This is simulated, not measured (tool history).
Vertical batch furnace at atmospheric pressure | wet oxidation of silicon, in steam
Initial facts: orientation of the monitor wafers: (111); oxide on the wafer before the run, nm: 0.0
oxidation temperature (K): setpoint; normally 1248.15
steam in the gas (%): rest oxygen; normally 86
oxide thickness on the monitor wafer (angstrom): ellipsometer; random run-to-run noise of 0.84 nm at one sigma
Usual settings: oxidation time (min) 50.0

run    hour  oxidation temperature (K)  oxidation time (min)  steam in the gas (%)  read-back reference wafer on the same gauge, thickness  oxide thickness on the monitor wafer (angstrom)
  1     0.0                    1248.15                  50.0                    86                                                  411.82                                           3708.0
  2    94.5                    1248.15                  50.0                    86                                                  412.02                                           3724.4
  3   151.3                    1248.15                  50.0                    86                                                  412.09                                           3706.8
  4   246.8                    1248.15                  50.0                    90                                                  412.23                                           3837.6
  5   323.7                    1248.15                  50.0                    90                                                  411.97                                           3839.5
  6   363.0                    1248.15                  50.0                    77                                                  411.90                                           3458.7
  7   401.3                    1248.15                  50.0                    77                                                  411.75                                           3463.1
  8   439.5                    1248.15                  50.0                    77                                                  411.82                                           3486.7
  9   485.9                    1248.15                  50.0                    89                                                  412.33                                           3817.6
      496.3  -- gauge calibrated
 10   566.7                    1248.15                  74.5                    86                                                  411.87                                           4848.5
 11   605.5                    1248.15                  58.5                    86                                                  411.54                                           4151.9
 12   669.3                    1248.15                  50.0                    86                                                  411.84                                           3752.6
 13   718.5                    1248.15                  50.0                    77                                                  412.08                                           3485.3
 14   765.9                    1248.15                  58.5                    86                                                  412.05                                           4144.7
      998.4  -- thermocouples replaced and temperature profile calibrated
 15  1071.7                    1248.15                  60.5                    86                                                  412.08                                           4127.5
 16  1167.1                    1248.15                  50.0                    86                                                  411.80                                           3643.0
     1199.9  -- steam generator serviced
 17  1260.5                    1248.15                  31.0                    91                                                  412.06                                           2733.6
 18  1328.7                    1268.15                  41.5                    91                                                  412.36                                           3836.1
 19  1554.1                    1248.15                  72.0                    95                                                  412.15                                           4960.1

The logged runs with the hidden state left out (each run's random variation unchanged):
Hidden state present: true tube temperature minus thermocouple reading, K; steam share off its setpoint, % of the setpoint; gauge reads high (%).
run  oxide thickness on the monitor wafer (angstrom)
  1                                           3625.7
  2                                           3636.8
  3                                           3616.7
  4                                           3740.4
  5                                           3738.2
  6                                           3361.7
  7                                           3364.2
  8                                           3385.2
  9                                           3708.1
 10                                           4716.5
 11                                           4029.8
 12                                           3634.5
 13                                           3370.0
 14                                           4014.1
 15                                           4115.1
 16                                           3626.5
 17                                           2715.6
 18                                           3812.2
 19                                           4915.4

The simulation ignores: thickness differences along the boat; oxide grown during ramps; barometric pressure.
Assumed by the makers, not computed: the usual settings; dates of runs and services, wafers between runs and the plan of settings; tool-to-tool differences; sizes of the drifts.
